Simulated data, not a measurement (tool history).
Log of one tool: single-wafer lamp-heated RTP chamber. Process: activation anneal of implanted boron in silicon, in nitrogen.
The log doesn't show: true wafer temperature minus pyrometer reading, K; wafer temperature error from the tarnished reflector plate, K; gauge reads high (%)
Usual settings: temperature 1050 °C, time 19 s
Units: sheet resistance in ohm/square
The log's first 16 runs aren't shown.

| run | hour | temperature | time | wafers since the last listed run | wafers since the last pyrometer calibration | wafers since the reflector plate was cleaned | hours since the gauge calibration | read-back reference wafer on the same gauge, sheet resistance | sheet resistance |
|---|---|---|---|---|---|---|---|---|---|
| 17 | 195.1 | 1050 | 16 | 106 | 7091 | 3801 | 49.7 | 758.3 | 688.01 |
| 18 | 206.7 | 1050 | 19 | 84 | 7176 | 3885 | 61.3 | 757.52 | 685.23 |
| 19 | 218.7 | 1050 | 28 | 87 | 7263 | 3973 | 73.3 | 757.02 | 681.4 |
|  | 226.7 | reflector plate cleaned |
| 20 | 227.2 | 1067 | 8 | 3 | 7267 | 3 | 81.8 | 756.67 | 688.71 |
| 21 | 236.4 | 1050 | 19 | 67 | 7334 | 70 | 91 | 756.05 | 686.19 |
| 22 | 282.7 | 1032 | 22 | 337 | 7671 | 407 | 137.3 | 754.88 | 684.94 |
|  | 298.3 | pyrometer window cleaned and pyrometer calibrated |
| 23 | 316.2 | 1024 | 28 | 185 | 130 | 593 | 170.8 | 753.37 | 683.43 |
| 24 | 331 | 1050 | 19 | 107 | 238 | 701 | 185.6 | 753.11 | 682.22 |
| 25 | 338.8 | 1033 | 9 | 56 | 295 | 758 | 193.4 | 753.57 | 685.52 |
| 26 | 347.5 | 1050 | 19 | 63 | 358 | 821 | 202.1 | 753.36 | 681.26 |
| 27 | 362.1 | 1062 | 30 | 106 | 464 | 927 | 216.7 | 752.8 | 673.45 |
| 28 | 377.1 | 1059 | 29 | 109 | 574 | 1036 | 231.7 | 752.66 | 675.63 |

The next listed run, before its measurement:
| 29 | 384.2 | 1026 | 27 | 51 | 625 | 1088 | 238.8 | ? | ? |

read-back reference wafer on the same gauge, sheet resistance: 752.57
sheet resistance: 680.77 ohm/square
Without the tool's hidden state the same run would have given sheet resistance 689.28 ohm/square.
